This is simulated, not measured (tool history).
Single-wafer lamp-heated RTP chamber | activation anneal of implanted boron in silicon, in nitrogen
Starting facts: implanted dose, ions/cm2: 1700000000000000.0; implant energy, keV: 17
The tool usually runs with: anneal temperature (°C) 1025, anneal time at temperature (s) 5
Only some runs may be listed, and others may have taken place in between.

run,day,anneal temperature (°C),anneal time at temperature (s),"read-back reference wafer on the same gauge, sheet resistance",sheet resistance of the implanted and annealed layer (ohm/square)
1,0,1025,5,87.12,78.73
2,1.038,1025,5,87.11,78.44
3,3.175,1042,5,87.05,75.13
4,5.117,1025,5,87.13,78.47
5,7.333,1025,4,87.07,79.23
6,9.312,1025,4,87.02,79.39
7,10.346,1041,7,87.02,74.34
8,11.971,1045,5,87.04,74.65
# day 12.408: pyrometer window cleaned and pyrometer calibrated
9,14.788,1045,5,87.07,74.63
# day 15.888: reflector plate cleaned
10,19.117,1045,5,87.1,74.38
11,21.65,1025,5,87.08,78.55
12,24.521,1025,5,87.15,78.71
13,26.371,1025,5,87.12,78.79
14,29.892,1040,7,87.11,74.67
15,31.992,1040,7,87.15,74.47
# day 36.188: pyrometer window cleaned and pyrometer calibrated
16,38.154,1025,5,87.06,78.11
17,39.554,1009,4,87.18,83.81
18,42.4,1015,3,87.17,82.76
# day 42.875: reflector plate cleaned
19,45.025,1025,5,87.06,78.31
20,46.771,1025,5,87.15,78.28
21,48.975,1052,3,87.09,75.02
22,51.392,1025,4,87.09,78.91
# day 57.067: pyrometer window cleaned and pyrometer calibrated
23,57.492,1008,7,87.1,82.34
24,59.688,1015,6,87.08,80.42
25,62.288,1006,8,87.07,82.23

Expected results for the next run?
26,64.842,1006,8,?,?

{"run 26": {"read-back reference wafer on the same gauge, sheet resistance": 87.12, "sheet resistance of the implanted and annealed layer (ohm/square)": 82.38}}
With the hidden condition absent and the run-to-run variation left alone, this run would have shown sheet resistance of the implanted and annealed layer (ohm/square) 82.38.

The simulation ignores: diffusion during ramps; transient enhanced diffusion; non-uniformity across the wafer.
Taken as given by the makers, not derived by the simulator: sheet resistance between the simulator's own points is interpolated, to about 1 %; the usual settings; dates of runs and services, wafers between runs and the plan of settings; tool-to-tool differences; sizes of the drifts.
